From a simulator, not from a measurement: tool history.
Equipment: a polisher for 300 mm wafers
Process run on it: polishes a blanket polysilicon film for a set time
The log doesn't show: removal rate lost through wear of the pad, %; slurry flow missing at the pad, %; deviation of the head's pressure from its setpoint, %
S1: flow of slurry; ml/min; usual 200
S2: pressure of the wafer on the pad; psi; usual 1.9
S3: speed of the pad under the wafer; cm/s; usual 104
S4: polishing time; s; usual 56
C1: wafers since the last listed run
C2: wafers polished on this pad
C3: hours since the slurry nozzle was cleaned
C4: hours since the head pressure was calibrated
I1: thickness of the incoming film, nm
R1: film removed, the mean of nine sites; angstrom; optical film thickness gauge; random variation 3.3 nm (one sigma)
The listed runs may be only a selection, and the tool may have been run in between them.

run	hour	S1	S2	S3	S4	C1	C2	C3	C4	I1	R1
1	0	200	1.4	104	56	0	1587	215.7	625.5	1094.4	2590
2	29.1	200	1.4	104	56	324	1911	244.8	654.6	1095.9	2562
# hour 48.8: worn pad replaced by a new one
3	73.8	200	1.9	104	56	454	279	289.5	699.3	1063.1	3479
# hour 99.9: slurry nozzle cleaned
4	144.9	200	1.9	104	56	782	1061	45	770.4	1068.7	3571
5	178.5	200	1.9	104	56	375	1436	78.6	804	1083.5	3506
6	207.8	200	1.7	104	48	327	1763	107.9	833.3	1080	2707
# hour 225.8: worn pad replaced by a new one
7	238.7	200	1.7	104	48	300	143	138.8	864.2	1091.1	2722
8	266.7	200	1.7	104	48	312	456	166.8	892.2	1083.9	2730
9	330	220	1.9	104	56	706	1162	230.1	955.5	1080.2	3619
10	389.4	220	1.9	104	56	662	1825	289.5	1014.9	1088	3501
# hour 402.1: worn pad replaced by a new one
11	422	220	1.9	104	56	319	221	322.1	1047.5	1082.1	3522
# hour 448.5: slurry nozzle cleaned
12	477.7	200	2.1	104	50	610	832	29.2	1103.2	1102	3478
13	538.8	200	1.9	104	56	681	1514	90.3	1164.3	1075	3478
# hour 587.2: worn pad replaced by a new one
14	587.7	200	1.9	124	56	501	5	139.2	1213.2	1072.8	4107
15	615.4	175	2.6	138	56	309	314	166.9	1240.9	1077.5	6253
16	658.6	245	1.9	104	51	482	796	210.1	1284.1	1089.4	3229

For run 17, what comes out?
# hour 699.2: head pressure recalibrated
17	699.9	170	1.9	138	56	438	1235	251.4	0.7	1069.6	?

For run 17 the tool returned R1 4476 angstrom.
The same run, on a tool lacking any hidden state, would have yielded R1 4476 angstrom.
